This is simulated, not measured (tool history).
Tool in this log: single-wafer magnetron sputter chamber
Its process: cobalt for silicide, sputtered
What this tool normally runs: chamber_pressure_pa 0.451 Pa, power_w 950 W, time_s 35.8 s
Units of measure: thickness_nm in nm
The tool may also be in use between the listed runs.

run	hour	chamber_pressure_pa	power_w	time_s	read-back reference wafer on the same gauge, thickness_nm	thickness_nm
1	0	0.451	950	35.8	14.049	16.941
2	14.4	0.534	950	31.8	14.065	14.625
3	30.5	0.451	950	35.8	14.061	16.984
4	57.8	0.451	950	35.8	14.066	17.071
5	87.6	0.451	950	35.8	14.062	17.19
6	110.6	0.38	950	35.8	14.106	17.531
7	126.2	0.451	950	35.8	14.093	16.928
8	149.8	0.451	950	35.8	14.071	17.006
9	173.9	0.451	850	35.8	14.112	15.234
# hour 202.1: capacitance manometer re-zeroed and calibrated
10	202.6	0.451	850	35.8	14.121	15.189
11	214.2	0.451	850	35.8	14.092	15.279
# hour 231.9: gauge calibrated
# hour 248.7: sputter target and shields replaced
12	249.2	0.591	950	39.9	13.892	17.823
13	275.3	0.608	800	40.2	13.904	14.998
14	292.8	0.451	950	35.8	13.965	16.886
15	317.3	0.296	1150	37.8	13.967	23.116
# hour 358: magnet pack replaced
16	358.5	0.451	950	35.8	14.028	16.991
17	390.7	0.595	950	35.8	14.008	16.002
18	414.8	0.451	950	28.7	14.034	13.463
19	439.7	0.451	800	30.7	14.034	12.268
20	454.2	0.373	750	35.8	14.024	13.828
21	476.9	0.451	800	32.1	14.045	12.91
22	510.9	0.618	950	33.5	14.063	14.877

Below are 5 alternative next runs, each starting from the tool's condition after run 22. Predict each:
A	511.3	0.451	800	35.8	?	?
B	511.3	0.383	1150	29.2	?	?
C	511.3	0.499	1050	35.8	?	?
D	511.3	0.381	800	42.7	?	?
E	511.3	0.597	950	35.8	?	?

run	read-back reference wafer on the same gauge, thickness_nm	thickness_nm
A	14.035	14.277
B	14.035	17.211
C	14.035	18.379
D	14.035	17.523
E	14.035	15.989
Take away the tool's hidden state, keep each run's random variation, and the runs would have read:
run	thickness_nm
A	14.124
B	17.027
C	18.182
D	17.335
E	15.817
